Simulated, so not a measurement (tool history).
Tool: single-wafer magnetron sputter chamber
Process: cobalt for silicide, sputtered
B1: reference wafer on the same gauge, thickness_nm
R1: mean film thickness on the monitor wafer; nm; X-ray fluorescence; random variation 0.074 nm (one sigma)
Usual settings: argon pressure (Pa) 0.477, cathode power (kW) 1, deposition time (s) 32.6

run 1 hour=0 | argon_pressure_(Pa)=0.477 cathode_power_(kW)=1.15 deposition_time_(s)=32.6 | B1=15.711 | R1=19.843
-- hour=22.7 gauge calibrated
run 2 hour=62.3 | argon_pressure_(Pa)=0.477 cathode_power_(kW)=1.15 deposition_time_(s)=32.6 | B1=15.729 | R1=19.904
run 3 hour=100.2 | argon_pressure_(Pa)=0.477 cathode_power_(kW)=1 deposition_time_(s)=32.6 | B1=15.707 | R1=17.256
run 4 hour=140.2 | argon_pressure_(Pa)=0.477 cathode_power_(kW)=1 deposition_time_(s)=32.6 | B1=15.701 | R1=17.267
-- hour=176.1 sputter target and shields replaced
run 5 hour=207.6 | argon_pressure_(Pa)=0.477 cathode_power_(kW)=1 deposition_time_(s)=32.6 | B1=15.696 | R1=17.241
run 6 hour=263.5 | argon_pressure_(Pa)=0.477 cathode_power_(kW)=1 deposition_time_(s)=32.6 | B1=15.694 | R1=17.406
run 7 hour=312.6 | argon_pressure_(Pa)=0.477 cathode_power_(kW)=1 deposition_time_(s)=32.6 | B1=15.713 | R1=17.17
-- hour=357.8 sputter target and shields replaced
run 8 hour=473.8 | argon_pressure_(Pa)=0.408 cathode_power_(kW)=1.15 deposition_time_(s)=32.6 | B1=15.697 | R1=20.547
-- hour=497.1 capacitance manometer re-zeroed and calibrated
run 9 hour=505.6 | argon_pressure_(Pa)=0.315 cathode_power_(kW)=1.15 deposition_time_(s)=35.7 | B1=15.695 | R1=23.399
-- hour=531.9 magnet pack replaced
run 10 hour=532.4 | argon_pressure_(Pa)=0.477 cathode_power_(kW)=1.15 deposition_time_(s)=32.6 | B1=15.707 | R1=19.801
-- hour=543.8 sputter target and shields replaced
-- hour=547.7 gauge calibrated
run 11 hour=597 | argon_pressure_(Pa)=0.477 cathode_power_(kW)=1.2 deposition_time_(s)=30 | B1=15.71 | R1=19.059
run 12 hour=644.4 | argon_pressure_(Pa)=0.417 cathode_power_(kW)=1 deposition_time_(s)=30.1 | B1=15.713 | R1=16.516
run 13 hour=713.1 | argon_pressure_(Pa)=0.477 cathode_power_(kW)=1 deposition_time_(s)=37.7 | B1=15.708 | R1=20.039
-- hour=768.8 sputter target and shields replaced
run 14 hour=823.6 | argon_pressure_(Pa)=0.477 cathode_power_(kW)=1 deposition_time_(s)=32.6 | B1=15.687 | R1=17.186

Forecast each of these 3 alternatives for the next run:
run A hour=824 | argon_pressure_(Pa)=0.477 cathode_power_(kW)=1 deposition_time_(s)=29.9 | B1=? | R1=?
run B hour=824 | argon_pressure_(Pa)=0.477 cathode_power_(kW)=0.75 deposition_time_(s)=36.2 | B1=? | R1=?
run C hour=824 | argon_pressure_(Pa)=0.558 cathode_power_(kW)=0.9 deposition_time_(s)=32.6 | B1=? | R1=?

run=A B1=15.681 R1=15.792
run=B B1=15.681 R1=14.34
run=C B1=15.681 R1=14.914
Without the tool's hidden state the same runs would have given:
run=A R1=15.792
run=B R1=14.34
run=C R1=14.914

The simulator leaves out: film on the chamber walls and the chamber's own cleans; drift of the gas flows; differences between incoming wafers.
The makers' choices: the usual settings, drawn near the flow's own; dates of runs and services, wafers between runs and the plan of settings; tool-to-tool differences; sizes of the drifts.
